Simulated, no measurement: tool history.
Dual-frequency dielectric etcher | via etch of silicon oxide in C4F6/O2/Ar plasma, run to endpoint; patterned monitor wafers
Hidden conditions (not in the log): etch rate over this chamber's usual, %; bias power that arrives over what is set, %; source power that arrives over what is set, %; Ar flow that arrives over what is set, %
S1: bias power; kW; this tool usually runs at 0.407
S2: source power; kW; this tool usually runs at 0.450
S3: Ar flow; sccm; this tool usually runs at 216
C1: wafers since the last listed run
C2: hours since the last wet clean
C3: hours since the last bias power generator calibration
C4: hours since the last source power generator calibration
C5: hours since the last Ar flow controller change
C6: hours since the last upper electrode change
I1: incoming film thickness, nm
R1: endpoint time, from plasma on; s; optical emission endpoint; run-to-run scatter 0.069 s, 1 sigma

{"run": 1, "hour": 0.0, "S1": 0.407, "S2": 0.45, "S3": 216, "C1": 0, "C2": 462.2, "C3": 4159.7, "C4": 907.4, "C5": 1047.6, "C6": 4113.5, "I1": 80.1, "R1": 19.1}
{"hour": 40.9, "done": "wet clean of the chamber"}
{"run": 2, "hour": 52.1, "S1": 0.407, "S2": 0.45, "S3": 216, "C1": 407, "C2": 11.2, "C3": 4211.8, "C4": 959.5, "C5": 1099.7, "C6": 4165.6, "I1": 79.6, "R1": 18.4}
{"run": 3, "hour": 95.1, "S1": 0.407, "S2": 0.45, "S3": 216, "C1": 623, "C2": 54.2, "C3": 4254.8, "C4": 1002.5, "C5": 1142.7, "C6": 4208.6, "I1": 79.7, "R1": 18.4}
{"run": 4, "hour": 192.1, "S1": 0.407, "S2": 0.45, "S3": 216, "C1": 1406, "C2": 151.2, "C3": 4351.8, "C4": 1099.5, "C5": 1239.7, "C6": 4305.6, "I1": 80.4, "R1": 18.5}
{"run": 5, "hour": 312.3, "S1": 0.461, "S2": 0.45, "S3": 216, "C1": 1742, "C2": 271.4, "C3": 4472.0, "C4": 1219.7, "C5": 1359.9, "C6": 4425.8, "I1": 80.4, "R1": 17.4}
{"run": 6, "hour": 376.4, "S1": 0.461, "S2": 0.45, "S3": 216, "C1": 929, "C2": 335.5, "C3": 4536.1, "C4": 1283.8, "C5": 1424.0, "C6": 4489.9, "I1": 78.8, "R1": 17.2}
{"hour": 434.9, "done": "upper electrode replaced"}
{"run": 7, "hour": 437.1, "S1": 0.407, "S2": 0.45, "S3": 216, "C1": 532, "C2": 396.2, "C3": 4596.8, "C4": 1344.5, "C5": 1484.7, "C6": 2.2, "I1": 80.8, "R1": 18.9}
{"hour": 473.3, "done": "Ar flow controller replaced"}
{"hour": 497.0, "done": "wet clean of the chamber"}
{"run": 8, "hour": 497.5, "S1": 0.407, "S2": 0.45, "S3": 216, "C1": 444, "C2": 0.5, "C3": 4657.2, "C4": 1404.9, "C5": 24.2, "C6": 62.6, "I1": 80.8, "R1": 18.3}
{"run": 9, "hour": 535.8, "S1": 0.506, "S2": 0.45, "S3": 244, "C1": 555, "C2": 38.8, "C3": 4695.5, "C4": 1443.2, "C5": 62.5, "C6": 100.9, "I1": 81.2, "R1": 16.5}
{"run": 10, "hour": 586.2, "S1": 0.486, "S2": 0.45, "S3": 185, "C1": 730, "C2": 89.2, "C3": 4745.9, "C4": 1493.6, "C5": 112.9, "C6": 151.3, "I1": 78.9, "R1": 15.9}
{"run": 11, "hour": 625.2, "S1": 0.365, "S2": 0.52, "S3": 216, "C1": 565, "C2": 128.2, "C3": 4784.9, "C4": 1532.6, "C5": 151.9, "C6": 190.3, "I1": 79.8, "R1": 18.0}
{"run": 12, "hour": 699.4, "S1": 0.407, "S2": 0.45, "S3": 216, "C1": 1075, "C2": 202.4, "C3": 4859.1, "C4": 1606.8, "C5": 226.1, "C6": 264.5, "I1": 80.0, "R1": 18.5}
{"hour": 899.6, "done": "wet clean of the chamber"}
{"run": 13, "hour": 972.5, "S1": 0.407, "S2": 0.42, "S3": 216, "C1": 3611, "C2": 72.9, "C3": 5132.2, "C4": 1879.9, "C5": 499.2, "C6": 537.6, "I1": 79.4, "R1": 18.8}
{"hour": 1002.2, "done": "bias power generator calibrated"}
{"run": 14, "hour": 1014.3, "S1": 0.407, "S2": 0.45, "S3": 216, "C1": 547, "C2": 114.7, "C3": 12.1, "C4": 1921.7, "C5": 541.0, "C6": 579.4, "I1": 79.9, "R1": 18.4}
{"hour": 1072.3, "done": "source power generator calibrated"}
{"run": 15, "hour": 1245.3, "S1": 0.335, "S2": 0.38, "S3": 252, "C1": 3290, "C2": 345.7, "C3": 243.1, "C4": 173.0, "C5": 772.0, "C6": 810.4, "I1": 80.8, "R1": 24.3}
{"run": 16, "hour": 1308.6, "S1": 0.441, "S2": 0.36, "S3": 233, "C1": 917, "C2": 409.0, "C3": 306.4, "C4": 236.3, "C5": 835.3, "C6": 873.7, "I1": 80.5, "R1": 21.0}
{"hour": 1351.0, "done": "wet clean of the chamber"}
{"run": 17, "hour": 1355.6, "S1": 0.442, "S2": 0.45, "S3": 254, "C1": 333, "C2": 4.6, "C3": 353.4, "C4": 283.3, "C5": 882.3, "C6": 920.7, "I1": 80.2, "R1": 18.2}

State the hidden condition of the tool at each of the runs:
bias power that arrives over what is set, %: 0 in every run
Ar flow that arrives over what is set, %: 0 in every run
H1: etch rate over this chamber's usual, %
H2: source power that arrives over what is set, %
run=1 H1=-3.24 H2=2.88
run=2 H1=-0.0788 H2=3.02
run=3 H1=-0.37 H2=3.14
run=4 H1=-1.03 H2=3.41
run=5 H1=-1.84 H2=3.74
run=6 H1=-2.28 H2=3.92
run=7 H1=-2.69 H2=4.09
run=8 H1=0.686 H2=4.26
run=9 H1=0.427 H2=4.37
run=10 H1=0.0849 H2=4.51
run=11 H1=-0.18 H2=4.61
run=12 H1=-0.683 H2=4.82
run=13 H1=-1.12 H2=5.58
run=14 H1=-1.4 H2=5.69
run=15 H1=-2.97 H2=0.18
run=16 H1=-3.4 H2=0.356
run=17 H1=-0.564 H2=0.486

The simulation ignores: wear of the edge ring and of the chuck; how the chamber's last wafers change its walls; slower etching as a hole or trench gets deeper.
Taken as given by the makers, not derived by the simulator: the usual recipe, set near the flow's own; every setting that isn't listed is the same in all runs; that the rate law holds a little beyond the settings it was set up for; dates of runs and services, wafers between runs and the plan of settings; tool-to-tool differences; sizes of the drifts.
